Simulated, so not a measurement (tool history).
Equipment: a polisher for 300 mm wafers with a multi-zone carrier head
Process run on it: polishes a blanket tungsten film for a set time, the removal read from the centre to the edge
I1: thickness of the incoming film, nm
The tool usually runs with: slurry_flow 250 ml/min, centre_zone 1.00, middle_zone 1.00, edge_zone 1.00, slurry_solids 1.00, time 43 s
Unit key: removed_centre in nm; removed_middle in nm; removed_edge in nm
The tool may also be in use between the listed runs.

run 1 hour=0.0 | slurry_flow=250 centre_zone=1.00 middle_zone=1.00 edge_zone=1.00 slurry_solids=1.00 time=46 | I1=835.8 | removed_centre=279.2 removed_middle=279.6 removed_edge=281.9
run 2 hour=11.5 | slurry_flow=250 centre_zone=1.00 middle_zone=1.00 edge_zone=1.00 slurry_solids=1.00 time=46 | I1=841.9 | removed_centre=284.8 removed_middle=283.3 removed_edge=285.9
run 3 hour=19.8 | slurry_flow=250 centre_zone=1.00 middle_zone=1.00 edge_zone=1.00 slurry_solids=1.00 time=43 | I1=847.9 | removed_centre=262.4 removed_middle=262.0 removed_edge=266.4
run 4 hour=35.0 | slurry_flow=250 centre_zone=1.00 middle_zone=1.00 edge_zone=1.00 slurry_solids=1.00 time=35 | I1=835.9 | removed_centre=213.7 removed_middle=213.9 removed_edge=208.4
run 5 hour=41.9 | slurry_flow=250 centre_zone=1.00 middle_zone=1.00 edge_zone=1.00 slurry_solids=1.00 time=35 | I1=844.6 | removed_centre=210.1 removed_middle=215.0 removed_edge=212.7
run 6 hour=50.8 | slurry_flow=250 centre_zone=1.11 middle_zone=0.95 edge_zone=1.00 slurry_solids=1.00 time=56 | I1=833.6 | removed_centre=375.5 removed_middle=327.4 removed_edge=339.3
run 7 hour=63.4 | slurry_flow=250 centre_zone=0.96 middle_zone=1.00 edge_zone=1.08 slurry_solids=0.80 time=43 | I1=843.2 | removed_centre=229.9 removed_middle=245.6 removed_edge=252.9
run 8 hour=76.0 | slurry_flow=250 centre_zone=1.00 middle_zone=1.00 edge_zone=1.00 slurry_solids=1.00 time=43 | I1=824.9 | removed_centre=258.3 removed_middle=261.6 removed_edge=259.7
run 9 hour=86.2 | slurry_flow=250 centre_zone=0.89 middle_zone=1.00 edge_zone=0.92 slurry_solids=1.25 time=52 | I1=820.8 | removed_centre=300.4 removed_middle=338.1 removed_edge=327.7
run 10 hour=124.7 | slurry_flow=315 centre_zone=1.11 middle_zone=1.00 edge_zone=0.93 slurry_solids=1.00 time=43 | I1=824.7 | removed_centre=305.7 removed_middle=269.5 removed_edge=262.0
run 11 hour=175.6 | slurry_flow=250 centre_zone=1.00 middle_zone=1.00 edge_zone=1.00 slurry_solids=1.00 time=43 | I1=840.5 | removed_centre=255.5 removed_middle=266.5 removed_edge=261.8
run 12 hour=189.6 | slurry_flow=250 centre_zone=1.08 middle_zone=1.00 edge_zone=1.00 slurry_solids=1.00 time=43 | I1=838.6 | removed_centre=282.0 removed_middle=267.4 removed_edge=259.9
run 13 hour=229.6 | slurry_flow=250 centre_zone=1.00 middle_zone=1.00 edge_zone=1.00 slurry_solids=1.00 time=43 | I1=831.6 | removed_centre=261.1 removed_middle=263.9 removed_edge=258.9
run 14 hour=236.1 | slurry_flow=165 centre_zone=1.09 middle_zone=1.11 edge_zone=0.97 slurry_solids=1.00 time=43 | I1=823.8 | removed_centre=260.9 removed_middle=271.4 removed_edge=243.0
run 15 hour=242.7 | slurry_flow=250 centre_zone=1.00 middle_zone=1.05 edge_zone=1.06 slurry_solids=1.30 time=43 | I1=831.5 | removed_centre=282.8 removed_middle=296.4 removed_edge=294.6
run 16 hour=252.4 | slurry_flow=275 centre_zone=1.06 middle_zone=1.00 edge_zone=1.00 slurry_solids=1.00 time=43 | I1=831.7 | removed_centre=274.1 removed_middle=264.7 removed_edge=269.1
run 17 hour=267.1 | slurry_flow=250 centre_zone=1.00 middle_zone=1.00 edge_zone=1.00 slurry_solids=1.00 time=43 | I1=842.2 | removed_centre=258.3 removed_middle=262.5 removed_edge=266.3
run 18 hour=280.6 | slurry_flow=250 centre_zone=1.00 middle_zone=1.06 edge_zone=0.94 slurry_solids=0.90 time=36 | I1=839.5 | removed_centre=213.2 removed_middle=224.3 removed_edge=208.9
run 19 hour=293.4 | slurry_flow=165 centre_zone=1.00 middle_zone=1.07 edge_zone=1.00 slurry_solids=1.15 time=43 | I1=826.6 | removed_centre=252.7 removed_middle=274.4 removed_edge=257.0
run 20 hour=310.1 | slurry_flow=250 centre_zone=1.00 middle_zone=1.10 edge_zone=1.00 slurry_solids=1.00 time=43 | I1=834.7 | removed_centre=262.4 removed_middle=288.3 removed_edge=261.7
run 21 hour=325.7 | slurry_flow=250 centre_zone=1.00 middle_zone=1.00 edge_zone=1.12 slurry_solids=1.25 time=43 | I1=823.5 | removed_centre=282.3 removed_middle=281.6 removed_edge=298.4
run 22 hour=339.9 | slurry_flow=305 centre_zone=1.00 middle_zone=0.91 edge_zone=1.04 slurry_solids=1.00 time=43 | I1=823.5 | removed_centre=270.0 removed_middle=251.9 removed_edge=271.1

Not shown here: 7 entries made in the log between runs. Locate each between two listed runs and compare the hidden state at the listed run before it with the hidden state at the listed run after it:
Between runs 3 and 4: slurry nozzle cleaned (hour 34.5)
  nothing in the hidden state changes from one run to the other
Between runs 6 and 7: worn pad replaced by a new one (hour 62.5)
  nothing in the hidden state changes from one run to the other
Between runs 10 and 11: centre zone pressure recalibrated (hour 165.3); edge zone pressure recalibrated (hour 169.0); worn pad replaced by a new one (hour 174.3)
  nothing in the hidden state changes from one run to the other
Between runs 16 and 17: worn pad replaced by a new one (hour 266.6)
  nothing in the hidden state changes from one run to the other
Between runs 19 and 20: slurry nozzle cleaned (hour 301.6)
  nothing in the hidden state changes from one run to the other
